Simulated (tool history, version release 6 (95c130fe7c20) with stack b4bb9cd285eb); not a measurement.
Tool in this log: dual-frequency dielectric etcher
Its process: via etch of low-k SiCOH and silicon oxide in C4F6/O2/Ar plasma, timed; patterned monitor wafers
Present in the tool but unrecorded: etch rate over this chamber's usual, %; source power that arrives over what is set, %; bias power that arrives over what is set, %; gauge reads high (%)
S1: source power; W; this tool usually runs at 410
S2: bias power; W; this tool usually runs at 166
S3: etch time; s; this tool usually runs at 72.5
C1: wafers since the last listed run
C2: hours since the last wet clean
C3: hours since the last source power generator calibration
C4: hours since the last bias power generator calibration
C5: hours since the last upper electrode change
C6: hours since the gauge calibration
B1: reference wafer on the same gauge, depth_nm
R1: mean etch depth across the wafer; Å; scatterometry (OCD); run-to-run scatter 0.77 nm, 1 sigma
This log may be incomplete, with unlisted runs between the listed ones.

| run | hour | S1 | S2 | S3 | C1 | C2 | C3 | C4 | C5 | C6 | B1 | R1 |
|---|---|---|---|---|---|---|---|---|---|---|---|---|
| 1 | 0 | 410 | 166 | 72.5 | 0 | 18.4 | 3219.2 | 1124.9 | 4702 | 1209.9 | 206.3 | 1888 |
| 2 | 25.5 | 410 | 166 | 72.5 | 394 | 43.9 | 3244.7 | 1150.4 | 4727.5 | 1235.4 | 206.1 | 1888 |
| 3 | 66.2 | 410 | 166 | 72.5 | 629 | 84.6 | 3285.4 | 1191.1 | 4768.2 | 1276.1 | 205.9 | 1892 |
| 4 | 130.6 | 410 | 166 | 72.5 | 996 | 149 | 3349.8 | 1255.5 | 4832.6 | 1340.5 | 206.1 | 1892 |
| 5 | 165 | 410 | 166 | 72.5 | 532 | 183.4 | 3384.2 | 1289.9 | 4867 | 1374.9 | 206 | 1875 |
| 6 | 204.9 | 410 | 166 | 72.5 | 617 | 223.3 | 3424.1 | 1329.8 | 4906.9 | 1414.8 | 206.3 | 1889 |
| 7 | 261.6 | 410 | 166 | 72.5 | 877 | 280 | 3480.8 | 1386.5 | 4963.6 | 1471.5 | 205.8 | 1880 |
|  | 300.7 | upper electrode replaced |
| 8 | 314.3 | 410 | 166 | 72.5 | 444 | 332.7 | 3533.5 | 1439.2 | 13.6 | 1524.2 | 206.1 | 1881 |
| 9 | 338.4 | 410 | 166 | 72.5 | 372 | 356.8 | 3557.6 | 1463.3 | 37.7 | 1548.3 | 206.4 | 1884 |
|  | 359 | bias power generator calibrated |
|  | 368.5 | wet clean of the chamber |
| 10 | 376.9 | 410 | 166 | 72.5 | 386 | 8.4 | 3596.1 | 17.9 | 76.2 | 1586.8 | 205.9 | 1929 |
| 11 | 538 | 410 | 166 | 72.5 | 2493 | 169.5 | 3757.2 | 179 | 237.3 | 1747.9 | 206 | 1924 |
| 12 | 609.7 | 410 | 166 | 72.5 | 1109 | 241.2 | 3828.9 | 250.7 | 309 | 1819.6 | 206.1 | 1906 |
|  | 634 | source power generator calibrated |
|  | 727.1 | gauge calibrated |
| 13 | 735.9 | 410 | 166 | 72.5 | 1891 | 367.4 | 101.9 | 376.9 | 435.2 | 8.8 | 206 | 1911 |
| 14 | 768.1 | 370 | 166 | 78 | 498 | 399.6 | 134.1 | 409.1 | 467.4 | 41 | 206.1 | 1999 |
|  | 828.3 | wet clean of the chamber |
| 15 | 838.3 | 460 | 195 | 81 | 715 | 10 | 204.3 | 479.3 | 537.6 | 111.2 | 205.6 | 2334 |
| 16 | 873.1 | 410 | 154 | 51 | 538 | 44.8 | 239.1 | 514.1 | 572.4 | 146 | 205.9 | 1298 |
| 17 | 910.7 | 360 | 198 | 66 | 581 | 82.4 | 276.7 | 551.7 | 610 | 183.6 | 205.9 | 1789 |
| 18 | 961.2 | 340 | 177 | 56.5 | 781 | 132.9 | 327.2 | 602.2 | 660.5 | 234.1 | 206.2 | 1451 |
| 19 | 1001.3 | 330 | 140 | 72.5 | 620 | 173 | 367.3 | 642.3 | 700.6 | 274.2 | 206.3 | 1695 |
| 20 | 1032.3 | 510 | 203 | 72.5 | 479 | 204 | 398.3 | 673.3 | 731.6 | 305.2 | 205.9 | 2169 |
| 21 | 1067.7 | 410 | 166 | 72.5 | 547 | 239.4 | 433.7 | 708.7 | 767 | 340.6 | 206.1 | 1891 |
| 22 | 1100.1 | 410 | 166 | 72.5 | 501 | 271.8 | 466.1 | 741.1 | 799.4 | 373 | 206.1 | 1910 |
| 23 | 1126.9 | 370 | 166 | 91 | 414 | 298.6 | 492.9 | 767.9 | 826.2 | 399.8 | 206.1 | 2321 |
|  | 1203.3 | wet clean of the chamber |
| 24 | 1203.8 | 450 | 182 | 57.5 | 818 | 0.5 | 569.8 | 844.8 | 903.1 | 476.7 | 206 | 1592 |
| 25 | 1250.6 | 410 | 166 | 72.5 | 724 | 47.3 | 616.6 | 891.6 | 949.9 | 523.5 | 205.6 | 1893 |
| 26 | 1310.1 | 480 | 132 | 92 | 920 | 106.8 | 676.1 | 951.1 | 1009.4 | 583 | 206 | 2325 |
| 27 | 1362.4 | 410 | 166 | 87.5 | 809 | 159.1 | 728.4 | 1003.4 | 1061.7 | 635.3 | 206 | 2292 |
| 28 | 1391.7 | 410 | 138 | 50.5 | 453 | 188.4 | 757.7 | 1032.7 | 1091 | 664.6 | 206 | 1238 |
| 29 | 1445.5 | 410 | 166 | 72.5 | 832 | 242.2 | 811.5 | 1086.5 | 1144.8 | 718.4 | 206.2 | 1893 |
| 30 | 1491.5 | 510 | 138 | 61.5 | 711 | 288.2 | 857.5 | 1132.5 | 1190.8 | 764.4 | 206 | 1585 |

Here are 3 independent what-if runs from the current tool condition. What would each one return?
| A | 1491.9 | 410 | 166 | 86 | 6 | 288.6 | 857.9 | 1132.9 | 1191.2 | 764.8 | ? | ? |
| B | 1491.9 | 340 | 166 | 72.5 | 6 | 288.6 | 857.9 | 1132.9 | 1191.2 | 764.8 | ? | ? |
| C | 1491.9 | 460 | 189 | 72.5 | 6 | 288.6 | 857.9 | 1132.9 | 1191.2 | 764.8 | ? | ? |

| run | B1 | R1 |
|---|---|---|
| A | 206 | 2261 |
| B | 206 | 1819 |
| C | 206 | 2059 |
Take away the tool's hidden state, keep each run's random variation, and the runs would have read:
| run | R1 |
|---|---|
| A | 2295 |
| B | 1847 |
| C | 2091 |
